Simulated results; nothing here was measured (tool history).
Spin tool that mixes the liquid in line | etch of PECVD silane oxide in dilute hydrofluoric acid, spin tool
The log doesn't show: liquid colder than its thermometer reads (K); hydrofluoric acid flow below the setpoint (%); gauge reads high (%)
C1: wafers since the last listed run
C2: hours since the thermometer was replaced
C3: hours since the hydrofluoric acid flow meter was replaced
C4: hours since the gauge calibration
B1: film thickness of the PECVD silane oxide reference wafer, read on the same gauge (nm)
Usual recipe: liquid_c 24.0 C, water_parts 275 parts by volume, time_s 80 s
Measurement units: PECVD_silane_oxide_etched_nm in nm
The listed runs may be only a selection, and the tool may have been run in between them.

Run 1, hour 0.0: usual settings; C1 0; C2 1846.8; C3 1323.1; C4 232.5; B1 120.02. Result: PECVD_silane_oxide_etched_nm 7.51 nm.
Run 2, hour 51.7: usual settings; C1 692; C2 1898.5; C3 1374.8; C4 284.2; B1 119.98. Result: PECVD_silane_oxide_etched_nm 7.52 nm.
Run 3, hour 121.8: usual settings; C1 939; C2 1968.6; C3 1444.9; C4 354.3; B1 119.98. Result: PECVD_silane_oxide_etched_nm 7.56 nm.
Run 4, hour 158.9: usual settings but time_s 55 s; C1 496; C2 2005.7; C3 1482.0; C4 391.4; B1 120.01. Result: PECVD_silane_oxide_etched_nm 5.13 nm.
Run 5, hour 205.3: usual settings but time_s 55 s; C1 621; C2 2052.1; C3 1528.4; C4 437.8; B1 119.98. Result: PECVD_silane_oxide_etched_nm 5.07 nm.
Run 6, hour 264.7: usual settings but time_s 55 s; C1 795; C2 2111.5; C3 1587.8; C4 497.2; B1 120.02. Result: PECVD_silane_oxide_etched_nm 5.07 nm.
Run 7, hour 305.2: usual settings but time_s 95 s; C1 542; C2 2152.0; C3 1628.3; C4 537.7; B1 119.98. Result: PECVD_silane_oxide_etched_nm 8.79 nm.
Run 8, hour 338.0: usual settings but time_s 95 s; C1 439; C2 2184.8; C3 1661.1; C4 570.5; B1 120.01. Result: PECVD_silane_oxide_etched_nm 8.69 nm.
Run 9, hour 383.8: usual settings but time_s 95 s; C1 613; C2 2230.6; C3 1706.9; C4 616.3; B1 120.01. Result: PECVD_silane_oxide_etched_nm 8.73 nm.
Run 10, hour 416.7: usual settings but liquid_c 20.5 C; C1 440; C2 2263.5; C3 1739.8; C4 649.2; B1 120.01. Result: PECVD_silane_oxide_etched_nm 6.41 nm.
Run 11, hour 462.0: usual settings but liquid_c 19.0 C, water_parts 185 parts by volume; C1 606; C2 2308.8; C3 1785.1; C4 694.5; B1 119.97. Result: PECVD_silane_oxide_etched_nm 9.63 nm.
Run 12, hour 514.4: usual settings but water_parts 395 parts by volume; C1 701; C2 2361.2; C3 1837.5; C4 746.9; B1 120.02. Result: PECVD_silane_oxide_etched_nm 4.67 nm.
At hour 522.5: thermometer replaced.
Run 13, hour 540.7: usual settings but liquid_c 28.5 C, water_parts 190 parts by volume; C1 338; C2 18.2; C3 1863.8; C4 773.2; B1 119.97. Result: PECVD_silane_oxide_etched_nm 15.11 nm.
Run 14, hour 569.3: usual settings but time_s 35 s; C1 383; C2 46.8; C3 1892.4; C4 801.8; B1 120.00. Result: PECVD_silane_oxide_etched_nm 3.64 nm.
Run 15, hour 625.4: usual settings; C1 751; C2 102.9; C3 1948.5; C4 857.9; B1 119.98. Result: PECVD_silane_oxide_etched_nm 8.11 nm.
Run 16, hour 652.3: usual settings but time_s 95 s; C1 360; C2 129.8; C3 1975.4; C4 884.8; B1 120.00. Result: PECVD_silane_oxide_etched_nm 9.72 nm.
Run 17, hour 679.9: usual settings; C1 369; C2 157.4; C3 2003.0; C4 912.4; B1 120.00. Result: PECVD_silane_oxide_etched_nm 8.11 nm.
Run 18, hour 740.9: usual settings but liquid_c 26.0 C, water_parts 195 parts by volume, time_s 95 s; C1 817; C2 218.4; C3 2064.0; C4 973.4; B1 119.96. Result: PECVD_silane_oxide_etched_nm 15.58 nm.
At hour 760.5: hydrofluoric acid flow meter replaced.
Run 19, hour 790.8: usual settings but time_s 55 s; C1 655; C2 268.3; C3 30.3; C4 1023.3; B1 119.99. Result: PECVD_silane_oxide_etched_nm 5.55 nm.
At hour 849.2: gauge calibrated.
Run 20, hour 922.1: usual settings but liquid_c 29.0 C, water_parts 235 parts by volume, time_s 95 s; C1 1758; C2 399.6; C3 161.6; C4 72.9; B1 120.04. Result: PECVD_silane_oxide_etched_nm 13.50 nm.
Run 21, hour 1111.4: usual settings but liquid_c 22.0 C, time_s 60 s; C1 2535; C2 588.9; C3 350.9; C4 262.2; B1 120.01. Result: PECVD_silane_oxide_etched_nm 5.68 nm.

Alternative continuations, all from the tool just after run 21; predict every row:
Run A, hour 1111.8: usual settings but liquid_c 22.5 C; C1 5; C2 589.3; C3 351.3; C4 262.6; B1 ?. Result: PECVD_silane_oxide_etched_nm ?.
Run B, hour 1111.8: usual settings but liquid_c 25.5 C, water_parts 215 parts by volume; C1 5; C2 589.3; C3 351.3; C4 262.6; B1 ?. Result: PECVD_silane_oxide_etched_nm ?.
Run C, hour 1111.8: usual settings but liquid_c 19.0 C, water_parts 215 parts by volume, time_s 55 s; C1 5; C2 589.3; C3 351.3; C4 262.6; B1 ?. Result: PECVD_silane_oxide_etched_nm ?.
Run D, hour 1111.8: usual settings but water_parts 310 parts by volume, time_s 60 s; C1 5; C2 589.3; C3 351.3; C4 262.6; B1 ?. Result: PECVD_silane_oxide_etched_nm ?.

run      B1  PECVD_silane_oxide_etched_nm
  A  119.99                          7.41
  B  119.99                         11.23
  C  119.99                          6.04
  D  119.99                          5.03
With no hidden state in the tool, these same runs would have given:
run  PECVD_silane_oxide_etched_nm
  A                          7.66
  B                         11.60
  C                          6.26
  D                          5.19
